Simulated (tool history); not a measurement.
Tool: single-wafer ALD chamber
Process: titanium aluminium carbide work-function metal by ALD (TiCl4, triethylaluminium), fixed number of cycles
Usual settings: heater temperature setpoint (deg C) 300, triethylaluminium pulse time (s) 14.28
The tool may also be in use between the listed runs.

run    hour  heater temperature setpoint (deg C)  triethylaluminium pulse time (s)  wafers since the last listed run  hours since the last thermocouple change  hours since the last triethylaluminium bottle change  hours since the showerhead was replaced  hours since the gauge calibration  read-back reference wafer on the same gauge, thickness_nm  mean film thickness on the monitor wafer (angstrom)
  1       0                                  300                             14.28                                 0                                    1668.6                                                 456.8                                   1945.1                             1531.9                                                       1.73                                                20.59
      108.3  -- gauge calibrated
  2   209.2                                  296                             15.93                              1513                                    1877.8                                                   666                                   2154.3                              100.9                                                       1.73                                                20.38
  3   261.6                                  296                             15.93                               379                                    1930.2                                                 718.4                                   2206.7                              153.3                                                      1.729                                                20.34
      308.5  -- triethylaluminium bottle replaced
  4   315.3                                  300                             15.63                               330                                    1983.9                                                   6.8                                   2260.4                                207                                                      1.731                                                20.82
  5   386.4                                  310                             14.28                               514                                      2055                                                  77.9                                   2331.5                              278.1                                                       1.73                                                21.75
  6   421.5                                  300                             14.28                               253                                    2090.1                                                   113                                   2366.6                              313.2                                                      1.729                                                20.53
  7   476.8                                  300                             14.28                               400                                    2145.4                                                 168.3                                   2421.9                              368.5                                                       1.73                                                20.62
  8   510.9                                  300                             14.28                               246                                    2179.5                                                 202.4                                     2456                              402.6                                                       1.73                                                 20.7
      548.5  -- showerhead replaced, of another model than before
  9     560                                  308                             18.27                               297                                    2228.6                                                 251.5                                     11.5                              451.7                                                      1.729                                                21.63
 10   594.9                                  303                             14.28                               252                                    2263.5                                                 286.4                                     46.4                              486.6                                                       1.73                                                20.98
 11     637                                  300                             14.28                               304                                    2305.6                                                 328.5                                     88.5                              528.7                                                       1.73                                                20.74
 12   699.8                                  288                              9.96                               454                                    2368.4                                                 391.3                                    151.3                              591.5                                                       1.73                                                18.29
 13   752.7                                  300                             14.28                               382                                    2421.3                                                 444.2                                    204.2                              644.4                                                      1.729                                                20.79
 14   809.9                                  290                             14.28                               413                                    2478.5                                                 501.4                                    261.4                              701.6                                                       1.73                                                19.76
 15   847.4                                  313                             12.83                               271                                      2516                                                 538.9                                    298.9                              739.1                                                      1.731                                                21.94
      862.6  -- thermocouple changed; heater temperature recalibrated
 16   883.9                                  300                              8.61                               206                                      21.3                                                 575.4                                    335.4                              775.6                                                       1.73                                                 17.3
 17   954.2                                  312                             10.23                               508                                      91.6                                                 645.7                                    405.7                              845.9                                                      1.729                                                 20.4
 18  1018.3                                  300                             14.28                               463                                     155.7                                                 709.8                                    469.8                                910                                                      1.731                                                20.45
 19  1048.6                                  296                              17.6                               219                                       186                                                 740.1                                    500.1                              940.3                                                      1.729                                                20.16
 20  1085.9                                  300                              9.14                               269                                     223.3                                                 777.4                                    537.4                              977.6                                                      1.729                                                18.07
 21  1128.4                                  309                             18.97                               307                                     265.8                                                 819.9                                    579.9                             1020.1                                                       1.73                                                21.49
 22  1159.4                                  308                              12.2                               224                                     296.8                                                 850.9                                    610.9                             1051.1                                                       1.73                                                20.76
 23  1186.3                                  300                              18.5                               194                                     323.7                                                 877.8                                    637.8                               1078                                                       1.73                                                20.58
     1213.6  -- triethylaluminium bottle replaced
 24  1214.1                                  292                             12.53                               143                                     351.5                                                   0.5                                    665.6                             1105.8                                                       1.73                                                19.42
 25  1240.5                                  300                             14.28                               191                                     377.9                                                  26.9                                      692                             1132.2                                                       1.73                                                20.39
 26    1294                                  300                             14.28                               387                                     431.4                                                  80.4                                    745.5                             1185.7                                                      1.729                                                20.43
 27  1338.5                                  300                             14.28                               321                                     475.9                                                 124.9                                      790                             1230.2                                                      1.731                                                20.45
 28  1395.9                                  291                             19.61                               415                                     533.3                                                 182.3                                    847.4                             1287.6                                                      1.729                                                19.66
 29  1462.2                                  310                              19.5                               479                                     599.6                                                 248.6                                    913.7                             1353.9                                                      1.729                                                21.65
 30  1514.3                                  300                             14.28                               376                                     651.7                                                 300.7                                    965.8                               1406                                                      1.731                                                20.38
     1522.8  -- gauge calibrated
 31  1572.1                                  309                             11.06                               418                                     709.5                                                 358.5                                   1023.6                               49.3                                                      1.731                                                20.75
 32  1601.8                                  292                             10.84                               214                                     739.2                                                 388.2                                   1053.3                                 79                                                      1.729                                                18.99
 33  1669.1                                  300                             11.47                               486                                     806.5                                                 455.5                                   1120.6                              146.3                                                       1.73                                                19.98
 34  1716.8                                  300                             14.28                               345                                     854.2                                                 503.2                                   1168.3                                194                                                      1.729                                                20.46

Forecast each of these 3 alternatives for the next run:
  A  1717.2                                  300                             19.48                                 2                                     854.6                                                 503.6                                   1168.7                              194.4                                                          ?                                                    ?
  B  1717.2                                  305                             14.28                                 2                                     854.6                                                 503.6                                   1168.7                              194.4                                                          ?                                                    ?
  C  1717.2                                  300                             11.68                                 2                                     854.6                                                 503.6                                   1168.7                              194.4                                                          ?                                                    ?

run  read-back reference wafer on the same gauge, thickness_nm  mean film thickness on the monitor wafer (angstrom)
  A                                                       1.73                                                20.66
  B                                                       1.73                                                21.02
  C                                                       1.73                                                20.05
Without the tool's hidden state the same runs would have given:
run  mean film thickness on the monitor wafer (angstrom)
  A                                                20.61
  B                                                20.97
  C                                                   20
